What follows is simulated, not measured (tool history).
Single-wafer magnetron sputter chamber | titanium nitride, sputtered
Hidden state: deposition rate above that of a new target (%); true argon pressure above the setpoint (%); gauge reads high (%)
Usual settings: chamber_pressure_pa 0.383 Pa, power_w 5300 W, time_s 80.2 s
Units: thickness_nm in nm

run	hour	chamber_pressure_pa	power_w	time_s	wafers since the last listed run	wafers on the sputter target	hours since the last manometer calibration	hours since the magnet pack was replaced	hours since the gauge calibration	read-back reference wafer on the same gauge, thickness_nm	thickness_nm
1	0.0	0.383	5650	80.2	0	6389	988.0	8180.9	636.1	71.256	73.949
2	38.6	0.383	5650	80.2	499	6888	1026.6	8219.5	674.7	71.252	73.352
# hour 111.9: sputter target and shields replaced
3	112.4	0.383	5650	80.2	851	6	1100.4	8293.3	748.5	71.377	75.462
4	232.7	0.383	5300	80.2	1556	1563	1220.7	8413.6	868.8	71.351	72.050
5	278.6	0.383	5750	80.2	594	2157	1266.6	8459.5	914.7	71.140	75.497
6	362.2	0.383	5750	80.2	1081	3238	1350.2	8543.1	998.3	71.375	75.478
7	457.3	0.415	5300	69.6	1230	4469	1445.3	8638.2	1093.4	71.317	61.030
8	761.2	0.415	5300	69.6	3932	8402	1749.2	8942.1	1397.3	71.323	60.703
# hour 793.1: capacitance manometer re-zeroed and calibrated
9	806.5	0.383	5300	80.2	482	8885	13.4	8987.4	1442.6	71.304	70.294
10	860.3	0.383	5300	80.2	696	9581	67.2	9041.2	1496.4	71.359	70.368
# hour 883.3: sputter target and shields replaced
11	937.6	0.383	5300	80.2	896	702	144.5	9118.5	1573.7	71.304	72.332
12	1014.6	0.383	5300	80.2	996	1699	221.5	9195.5	1650.7	71.209	72.219
13	1088.2	0.383	5300	70.8	952	2651	295.1	9269.1	1724.3	71.414	63.197
14	1384.0	0.383	5650	80.2	3828	6479	590.9	9564.9	2020.1	71.290	74.080
15	1433.3	0.383	5300	70.8	638	7117	640.2	9614.2	2069.4	71.338	62.777
16	1488.8	0.299	5300	75.8	718	7836	695.7	9669.7	2124.9	71.391	69.409
# hour 1518.9: sputter target and shields replaced
17	1572.5	0.383	4600	92.1	979	693	779.4	9753.4	2208.6	71.376	76.508
18	1678.7	0.440	5800	85.1	1374	2068	885.6	9859.6	2314.8	71.198	78.739
19	1744.0	0.527	5300	74.7	845	2913	950.9	9924.9	2380.1	71.399	62.838
20	1833.9	0.535	5750	92.6	1163	4076	1040.8	10014.8	2470.0	71.248	81.476
# hour 1852.0: gauge calibrated
21	1939.7	0.383	5300	80.2	1369	5445	1146.6	10120.6	87.7	71.347	71.524
22	2005.9	0.383	5300	70.8	856	6302	1212.8	10186.8	153.9	71.211	62.996
# hour 2044.1: magnet pack replaced
23	2047.8	0.383	5300	75.7	438	6741	1254.7	3.7	195.8	71.282	67.084
24	2132.3	0.291	5750	69.5	1093	7834	1339.2	88.2	280.3	71.345	67.779
# hour 2203.7: sputter target and shields replaced
25	2207.8	0.383	5300	80.2	873	53	1414.7	163.7	355.8	71.361	71.956
26	2479.7	0.383	5300	80.2	3518	3571	1686.6	435.6	627.7	71.285	71.681
27	2561.1	0.383	5300	80.2	1053	4625	1768.0	517.0	709.1	71.256	71.129
28	2609.1	0.383	5300	80.2	621	5246	1816.0	565.0	757.1	71.256	71.362
29	2705.5	0.460	4300	80.2	1247	6494	1912.4	661.4	853.5	71.336	60.601
30	2785.4	0.383	4750	74.7	1034	7528	1992.3	741.3	933.4	71.319	61.746
31	2851.6	0.383	5300	80.2	856	8384	2058.5	807.5	999.6	71.238	70.438
32	2958.7	0.519	4600	73.5	1386	9770	2165.6	914.6	1106.7	71.286	55.955
# hour 2972.9: capacitance manometer re-zeroed and calibrated
# hour 3003.2: sputter target and shields replaced
33	3008.1	0.383	4500	72.7	432	63	35.2	964.0	1156.1	71.316	59.640

5 ways to go on from here, each from the tool as it stands after run 33. What would each give?
A	3008.5	0.383	6400	80.2	5	68	35.6	964.4	1156.5	?	?
B	3008.5	0.281	5850	80.2	5	68	35.6	964.4	1156.5	?	?
C	3008.5	0.256	5300	80.2	5	68	35.6	964.4	1156.5	?	?
D	3008.5	0.383	5300	68.8	5	68	35.6	964.4	1156.5	?	?
E	3008.5	0.383	4050	71.4	5	68	35.6	964.4	1156.5	?	?

run	read-back reference wafer on the same gauge, thickness_nm	thickness_nm
A	71.263	81.277
B	71.263	80.392
C	71.263	76.479
D	71.263	61.869
E	71.263	54.943
Without the tool's hidden state the same runs would have given:
run	thickness_nm
A	81.325
B	80.439
C	76.524
D	61.905
E	54.976
